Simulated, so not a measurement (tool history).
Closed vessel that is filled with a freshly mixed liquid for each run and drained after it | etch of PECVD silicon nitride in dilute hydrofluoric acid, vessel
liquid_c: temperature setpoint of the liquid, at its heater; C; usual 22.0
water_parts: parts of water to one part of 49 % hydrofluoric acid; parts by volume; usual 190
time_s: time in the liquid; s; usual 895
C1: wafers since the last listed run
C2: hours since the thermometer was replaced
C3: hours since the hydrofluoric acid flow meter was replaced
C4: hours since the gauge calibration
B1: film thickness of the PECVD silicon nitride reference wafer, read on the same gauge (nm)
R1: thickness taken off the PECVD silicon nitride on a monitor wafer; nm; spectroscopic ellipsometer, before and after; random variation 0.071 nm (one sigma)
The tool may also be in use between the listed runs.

{"run": 1, "hour": 0.0, "liquid_c": 22.0, "water_parts": 190, "time_s": 895, "C1": 0, "C2": 430.2, "C3": 701.0, "C4": 1857.0, "B1": 119.99, "R1": 7.11}
{"run": 2, "hour": 34.5, "liquid_c": 26.0, "water_parts": 190, "time_s": 895, "C1": 2078, "C2": 464.7, "C3": 735.5, "C4": 1891.5, "B1": 120.01, "R1": 9.22}
{"run": 3, "hour": 87.6, "liquid_c": 26.0, "water_parts": 190, "time_s": 895, "C1": 3199, "C2": 517.8, "C3": 788.6, "C4": 1944.6, "B1": 120.01, "R1": 9.1}
{"run": 4, "hour": 114.4, "liquid_c": 26.0, "water_parts": 190, "time_s": 895, "C1": 1614, "C2": 544.6, "C3": 815.4, "C4": 1971.4, "B1": 120.01, "R1": 9.05}
{"run": 5, "hour": 311.9, "liquid_c": 22.0, "water_parts": 190, "time_s": 1030, "C1": 11900, "C2": 742.1, "C3": 1012.9, "C4": 2168.9, "B1": 119.98, "R1": 8.19}
{"run": 6, "hour": 379.7, "liquid_c": 22.0, "water_parts": 190, "time_s": 895, "C1": 4085, "C2": 809.9, "C3": 1080.7, "C4": 2236.7, "B1": 119.99, "R1": 7.03}
{"hour": 393.3, "done": "gauge calibrated"}
{"run": 7, "hour": 405.7, "liquid_c": 22.0, "water_parts": 190, "time_s": 895, "C1": 1566, "C2": 835.9, "C3": 1106.7, "C4": 12.4, "B1": 120.01, "R1": 6.88}
{"run": 8, "hour": 464.4, "liquid_c": 22.0, "water_parts": 190, "time_s": 895, "C1": 3536, "C2": 894.6, "C3": 1165.4, "C4": 71.1, "B1": 120.04, "R1": 7.02}
{"run": 9, "hour": 490.1, "liquid_c": 22.0, "water_parts": 190, "time_s": 895, "C1": 1548, "C2": 920.3, "C3": 1191.1, "C4": 96.8, "B1": 120.01, "R1": 6.86}
{"run": 10, "hour": 527.6, "liquid_c": 22.0, "water_parts": 190, "time_s": 895, "C1": 2259, "C2": 957.8, "C3": 1228.6, "C4": 134.3, "B1": 119.99, "R1": 6.8}
{"run": 11, "hour": 576.4, "liquid_c": 22.0, "water_parts": 190, "time_s": 895, "C1": 2940, "C2": 1006.6, "C3": 1277.4, "C4": 183.1, "B1": 120.01, "R1": 7.02}
{"hour": 708.6, "done": "thermometer replaced"}
{"run": 12, "hour": 763.4, "liquid_c": 22.0, "water_parts": 190, "time_s": 895, "C1": 11207, "C2": 54.8, "C3": 1464.4, "C4": 370.1, "B1": 119.98, "R1": 6.95}
{"run": 13, "hour": 805.3, "liquid_c": 25.5, "water_parts": 120, "time_s": 895, "C1": 2524, "C2": 96.7, "C3": 1506.3, "C4": 412.0, "B1": 119.97, "R1": 13.51}
{"run": 14, "hour": 829.8, "liquid_c": 22.0, "water_parts": 190, "time_s": 895, "C1": 1476, "C2": 121.2, "C3": 1530.8, "C4": 436.5, "B1": 120.0, "R1": 6.88}
{"run": 15, "hour": 881.3, "liquid_c": 19.0, "water_parts": 230, "time_s": 895, "C1": 3103, "C2": 172.7, "C3": 1582.3, "C4": 488.0, "B1": 120.0, "R1": 4.67}
{"hour": 883.9, "done": "hydrofluoric acid flow meter replaced"}
{"run": 16, "hour": 920.7, "liquid_c": 22.0, "water_parts": 155, "time_s": 1360, "C1": 2313, "C2": 212.1, "C3": 36.8, "C4": 527.4, "B1": 120.01, "R1": 13.49}
{"run": 17, "hour": 978.6, "liquid_c": 22.0, "water_parts": 140, "time_s": 1260, "C1": 3488, "C2": 270.0, "C3": 94.7, "C4": 585.3, "B1": 120.01, "R1": 13.85}
{"run": 18, "hour": 1015.6, "liquid_c": 25.0, "water_parts": 120, "time_s": 1320, "C1": 2229, "C2": 307.0, "C3": 131.7, "C4": 622.3, "B1": 120.02, "R1": 20.31}
{"run": 19, "hour": 1086.7, "liquid_c": 22.0, "water_parts": 190, "time_s": 895, "C1": 4284, "C2": 378.1, "C3": 202.8, "C4": 693.4, "B1": 120.0, "R1": 7.13}
{"run": 20, "hour": 1118.4, "liquid_c": 25.0, "water_parts": 235, "time_s": 1355, "C1": 1910, "C2": 409.8, "C3": 234.5, "C4": 725.1, "B1": 120.0, "R1": 10.8}
{"run": 21, "hour": 1187.8, "liquid_c": 24.5, "water_parts": 190, "time_s": 705, "C1": 4181, "C2": 479.2, "C3": 303.9, "C4": 794.5, "B1": 119.97, "R1": 6.69}

Forecast run 22:
{"run": 22, "hour": 1220.6, "liquid_c": 23.5, "water_parts": 135, "time_s": 1310, "C1": 1976, "C2": 512.0, "C3": 336.7, "C4": 827.3, "B1": "?", "R1": "?"}

Run 22 gave B1 120.02, R1 16.27 nm.
Without the tool's hidden state the same run would have given R1 16.66 nm.

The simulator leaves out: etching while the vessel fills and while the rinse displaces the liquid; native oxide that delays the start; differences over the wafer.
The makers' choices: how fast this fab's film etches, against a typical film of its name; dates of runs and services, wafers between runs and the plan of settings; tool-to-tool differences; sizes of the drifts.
